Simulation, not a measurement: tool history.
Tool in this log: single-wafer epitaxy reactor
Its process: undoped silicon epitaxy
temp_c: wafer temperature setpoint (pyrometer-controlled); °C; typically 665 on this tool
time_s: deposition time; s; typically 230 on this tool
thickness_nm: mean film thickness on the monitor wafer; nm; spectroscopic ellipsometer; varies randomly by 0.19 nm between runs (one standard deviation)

| run | hour | temp_c | time_s | read-back reference wafer on the same gauge, thickness_nm | thickness_nm |
|---|---|---|---|---|---|
| 1 | 0.0 | 665 | 230 | 45.963 | 62.133 |
| 2 | 17.1 | 665 | 230 | 45.993 | 62.137 |
| 3 | 28.0 | 662 | 230 | 46.019 | 57.900 |
| 4 | 39.1 | 662 | 230 | 45.949 | 58.123 |
| 5 | 56.7 | 662 | 230 | 46.036 | 57.843 |
| 6 | 72.7 | 665 | 205 | 45.966 | 55.450 |
| 7 | 87.0 | 665 | 205 | 45.989 | 55.869 |
| 8 | 98.8 | 675 | 230 | 45.970 | 78.530 |
| 9 | 119.6 | 675 | 230 | 46.010 | 67.808 |
| 10 | 126.4 | 665 | 230 | 46.069 | 53.970 |
| 11 | 141.3 | 680 | 268 | 45.958 | 89.656 |
| 12 | 150.0 | 665 | 230 | 45.987 | 54.472 |
| 13 | 163.1 | 665 | 230 | 45.973 | 54.366 |
| 14 | 172.5 | 654 | 198 | 46.015 | 35.905 |
| 15 | 180.4 | 655 | 190 | 45.940 | 35.308 |
| 16 | 196.3 | 657 | 230 | 46.090 | 44.804 |
| 17 | 212.4 | 674 | 242 | 45.926 | 71.148 |
| 18 | 219.1 | 655 | 230 | 46.016 | 43.375 |
| 19 | 236.6 | 661 | 190 | 45.933 | 41.406 |
| 20 | 244.4 | 665 | 230 | 45.941 | 55.003 |
| 21 | 262.1 | 656 | 253 | 45.977 | 48.933 |

Between the runs listed above, the log contained 2 entries, not reproduced here. Where in the sequence does each belong, and how does what the log doesn't record of the tool's condition differ from the listed run before to the listed run after?
Runs 8 to 9: pyrometer calibrated (hour 119.1)
  wafer temperature above the value expected at the setpoint (K): 6.44 -> 0.358
  measured value less the no-hidden-state value, thickness_nm: +10.944 -> +0.567 nm
Runs 11 to 12: gauge calibrated (hour 144.3)
  wafer temperature above the value expected at the setpoint (K): 0.548 -> 0.622
  measured value less the no-hidden-state value, thickness_nm: +1.131 -> +0.808 nm
